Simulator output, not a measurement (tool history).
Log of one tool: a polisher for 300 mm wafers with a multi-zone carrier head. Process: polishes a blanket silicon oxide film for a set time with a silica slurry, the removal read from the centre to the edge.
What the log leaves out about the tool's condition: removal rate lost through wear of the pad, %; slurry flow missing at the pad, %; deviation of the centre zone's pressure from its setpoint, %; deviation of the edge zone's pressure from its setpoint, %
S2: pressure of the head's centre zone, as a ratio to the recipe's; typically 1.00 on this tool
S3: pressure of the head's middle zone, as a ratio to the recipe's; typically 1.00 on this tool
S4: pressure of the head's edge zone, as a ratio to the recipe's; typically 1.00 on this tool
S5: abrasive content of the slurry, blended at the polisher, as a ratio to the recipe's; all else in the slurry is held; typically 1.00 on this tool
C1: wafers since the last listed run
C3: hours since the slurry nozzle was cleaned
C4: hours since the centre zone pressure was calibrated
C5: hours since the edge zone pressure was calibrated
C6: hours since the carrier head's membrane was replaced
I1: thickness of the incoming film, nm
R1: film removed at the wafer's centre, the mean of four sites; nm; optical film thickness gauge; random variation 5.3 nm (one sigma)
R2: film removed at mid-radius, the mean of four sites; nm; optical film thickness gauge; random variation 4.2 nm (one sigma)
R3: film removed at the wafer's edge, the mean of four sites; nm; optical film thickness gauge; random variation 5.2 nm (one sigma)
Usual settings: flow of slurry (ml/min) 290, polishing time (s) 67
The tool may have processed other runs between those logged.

run 1 hour=0.0 | flow_of_slurry_(ml/min)=290 S2=1.00 S3=0.95 S4=1.00 S5=1.00 polishing_time_(s)=67 | C1=0 wafers_polished_on_this_pad=2287 C3=30.3 C4=308.7 C5=162.4 C6=255.8 | I1=1418.5 | R1=335.2 R2=345.8 R3=391.8
run 2 hour=80.8 | flow_of_slurry_(ml/min)=290 S2=1.00 S3=1.00 S4=1.00 S5=1.00 polishing_time_(s)=67 | C1=614 wafers_polished_on_this_pad=2901 C3=111.1 C4=389.5 C5=243.2 C6=336.6 | I1=1415.5 | R1=334.5 R2=374.5 R3=382.9
run 3 hour=169.9 | flow_of_slurry_(ml/min)=290 S2=0.94 S3=1.00 S4=1.00 S5=1.00 polishing_time_(s)=67 | C1=677 wafers_polished_on_this_pad=3579 C3=200.2 C4=478.6 C5=332.3 C6=425.7 | I1=1410.2 | R1=312.7 R2=371.6 R3=389.6
run 4 hour=214.9 | flow_of_slurry_(ml/min)=290 S2=1.00 S3=1.00 S4=1.00 S5=1.00 polishing_time_(s)=67 | C1=342 wafers_polished_on_this_pad=3921 C3=245.2 C4=523.6 C5=377.3 C6=470.7 | I1=1403.7 | R1=326.1 R2=366.9 R3=381.3
-- hour=289.0 centre zone pressure recalibrated
run 5 hour=296.3 | flow_of_slurry_(ml/min)=365 S2=1.11 S3=1.09 S4=1.00 S5=1.00 polishing_time_(s)=54 | C1=604 wafers_polished_on_this_pad=4525 C3=326.6 C4=7.3 C5=458.7 C6=552.1 | I1=1422.1 | R1=351.7 R2=325.4 R3=314.9
run 6 hour=334.3 | flow_of_slurry_(ml/min)=325 S2=1.00 S3=1.00 S4=1.00 S5=1.00 polishing_time_(s)=67 | C1=289 wafers_polished_on_this_pad=4815 C3=364.6 C4=45.3 C5=496.7 C6=590.1 | I1=1404.2 | R1=378.2 R2=377.7 R3=389.9
-- hour=378.4 worn pad replaced by a new one
run 7 hour=431.9 | flow_of_slurry_(ml/min)=290 S2=1.00 S3=1.00 S4=1.00 S5=0.75 polishing_time_(s)=50 | C1=712 wafers_polished_on_this_pad=407 C3=462.2 C4=142.9 C5=594.3 C6=687.7 | I1=1436.6 | R1=235.1 R2=236.9 R3=243.7
run 8 hour=476.1 | flow_of_slurry_(ml/min)=220 S2=1.00 S3=1.05 S4=0.91 S5=1.00 polishing_time_(s)=67 | C1=336 wafers_polished_on_this_pad=743 C3=506.4 C4=187.1 C5=638.5 C6=731.9 | I1=1417.8 | R1=358.7 R2=377.4 R3=357.6
-- hour=662.3 carrier head's membrane replaced by a new one
-- hour=745.1 slurry nozzle cleaned
run 9 hour=793.0 | flow_of_slurry_(ml/min)=290 S2=1.07 S3=1.00 S4=0.94 S5=1.00 polishing_time_(s)=67 | C1=2365 wafers_polished_on_this_pad=3108 C3=47.9 C4=504.0 C5=955.4 C6=130.7 | I1=1406.5 | R1=368.2 R2=377.5 R3=381.6
-- hour=819.2 centre zone pressure recalibrated
run 10 hour=898.1 | flow_of_slurry_(ml/min)=290 S2=1.00 S3=1.00 S4=1.00 S5=1.00 polishing_time_(s)=67 | C1=784 wafers_polished_on_this_pad=3892 C3=153.0 C4=78.9 C5=1060.5 C6=235.8 | I1=1413.0 | R1=362.0 R2=368.1 R3=390.8
run 11 hour=935.7 | flow_of_slurry_(ml/min)=290 S2=1.00 S3=1.00 S4=1.00 S5=1.00 polishing_time_(s)=49 | C1=286 wafers_polished_on_this_pad=4178 C3=190.6 C4=116.5 C5=1098.1 C6=273.4 | I1=1397.3 | R1=262.4 R2=262.3 R3=279.9
-- hour=943.2 worn pad replaced by a new one
-- hour=1003.0 edge zone pressure recalibrated
run 12 hour=1163.7 | flow_of_slurry_(ml/min)=290 S2=1.00 S3=1.00 S4=1.00 S5=1.00 polishing_time_(s)=54 | C1=1688 wafers_polished_on_this_pad=1662 C3=418.6 C4=344.5 C5=160.7 C6=501.4 | I1=1385.7 | R1=269.5 R2=302.6 R3=310.4
run 13 hour=1234.5 | flow_of_slurry_(ml/min)=290 S2=1.00 S3=1.00 S4=1.00 S5=1.00 polishing_time_(s)=67 | C1=538 wafers_polished_on_this_pad=2200 C3=489.4 C4=415.3 C5=231.5 C6=572.2 | I1=1379.9 | R1=334.1 R2=372.3 R3=380.2
run 14 hour=1272.2 | flow_of_slurry_(ml/min)=290 S2=1.00 S3=1.12 S4=1.00 S5=1.00 polishing_time_(s)=67 | C1=286 wafers_polished_on_this_pad=2487 C3=527.1 C4=453.0 C5=269.2 C6=609.9 | I1=1428.3 | R1=330.2 R2=399.5 R3=384.0
run 15 hour=1332.6 | flow_of_slurry_(ml/min)=290 S2=1.00 S3=1.00 S4=1.08 S5=0.80 polishing_time_(s)=67 | C1=459 wafers_polished_on_this_pad=2946 C3=587.5 C4=513.4 C5=329.6 C6=670.3 | I1=1423.9 | R1=283.2 R2=329.6 R3=350.7
-- hour=1337.1 centre zone pressure recalibrated
run 16 hour=1423.7 | flow_of_slurry_(ml/min)=290 S2=1.03 S3=1.00 S4=1.00 S5=1.00 polishing_time_(s)=84 | C1=677 wafers_polished_on_this_pad=3624 C3=678.6 C4=86.6 C5=420.7 C6=761.4 | I1=1409.7 | R1=470.8 R2=469.1 R3=482.6
-- hour=1482.9 worn pad replaced by a new one
-- hour=1483.1 slurry nozzle cleaned
run 17 hour=1505.9 | flow_of_slurry_(ml/min)=290 S2=1.00 S3=1.00 S4=1.00 S5=0.85 polishing_time_(s)=60 | C1=593 wafers_polished_on_this_pad=173 C3=22.8 C4=168.8 C5=502.9 C6=843.6 | I1=1423.1 | R1=302.4 R2=299.1 R3=315.1
run 18 hour=1586.2 | flow_of_slurry_(ml/min)=290 S2=1.00 S3=0.91 S4=1.10 S5=1.00 polishing_time_(s)=67 | C1=610 wafers_polished_on_this_pad=784 C3=103.1 C4=249.1 C5=583.2 C6=923.9 | I1=1385.2 | R1=356.5 R2=339.9 R3=400.1
-- hour=1603.1 carrier head's membrane replaced by a new one
run 19 hour=1622.9 | flow_of_slurry_(ml/min)=290 S2=1.00 S3=1.00 S4=1.00 S5=1.00 polishing_time_(s)=67 | C1=241 wafers_polished_on_this_pad=1025 C3=139.8 C4=285.8 C5=619.9 C6=19.8 | I1=1422.0 | R1=348.9 R2=368.5 R3=382.8
run 20 hour=1661.3 | flow_of_slurry_(ml/min)=330 S2=1.00 S3=1.00 S4=1.06 S5=1.25 polishing_time_(s)=88 | C1=292 wafers_polished_on_this_pad=1317 C3=178.2 C4=324.2 C5=658.3 C6=58.2 | I1=1422.3 | R1=519.7 R2=546.5 R3=584.2
run 21 hour=1720.0 | flow_of_slurry_(ml/min)=290 S2=1.00 S3=1.00 S4=1.00 S5=1.00 polishing_time_(s)=67 | C1=446 wafers_polished_on_this_pad=1764 C3=236.9 C4=382.9 C5=717.0 C6=116.9 | I1=1404.8 | R1=342.3 R2=362.6 R3=388.6

Here are 4 independent what-if runs from the current tool condition. What would each one return?
run A hour=1720.4 | flow_of_slurry_(ml/min)=225 S2=1.00 S3=1.00 S4=1.00 S5=1.00 polishing_time_(s)=67 | C1=3 wafers_polished_on_this_pad=1767 C3=237.3 C4=383.3 C5=717.4 C6=117.3 | I1=1409.4 | R1=? R2=? R3=?
run B hour=1720.4 | flow_of_slurry_(ml/min)=290 S2=1.00 S3=1.00 S4=1.00 S5=1.20 polishing_time_(s)=67 | C1=3 wafers_polished_on_this_pad=1767 C3=237.3 C4=383.3 C5=717.4 C6=117.3 | I1=1409.4 | R1=? R2=? R3=?
run C hour=1720.4 | flow_of_slurry_(ml/min)=290 S2=1.00 S3=0.89 S4=1.00 S5=0.90 polishing_time_(s)=67 | C1=3 wafers_polished_on_this_pad=1767 C3=237.3 C4=383.3 C5=717.4 C6=117.3 | I1=1409.4 | R1=? R2=? R3=?
run D hour=1720.4 | flow_of_slurry_(ml/min)=235 S2=0.96 S3=1.07 S4=1.00 S5=0.85 polishing_time_(s)=67 | C1=3 wafers_polished_on_this_pad=1767 C3=237.3 C4=383.3 C5=717.4 C6=117.3 | I1=1409.4 | R1=? R2=? R3=?

run=A R1=332.0 R2=356.1 R3=377.4
run=B R1=372.7 R2=398.5 R3=419.8
run=C R1=322.7 R2=313.2 R3=364.3
run=D R1=293.3 R2=346.9 R3=346.4
With no hidden state in the tool, these same runs would have given:
run=A R1=364.6 R2=355.9 R3=377.4
run=B R1=409.2 R2=398.3 R3=419.8
run=C R1=354.3 R2=313.1 R3=364.3
run=D R1=322.1 R2=346.8 R3=346.4

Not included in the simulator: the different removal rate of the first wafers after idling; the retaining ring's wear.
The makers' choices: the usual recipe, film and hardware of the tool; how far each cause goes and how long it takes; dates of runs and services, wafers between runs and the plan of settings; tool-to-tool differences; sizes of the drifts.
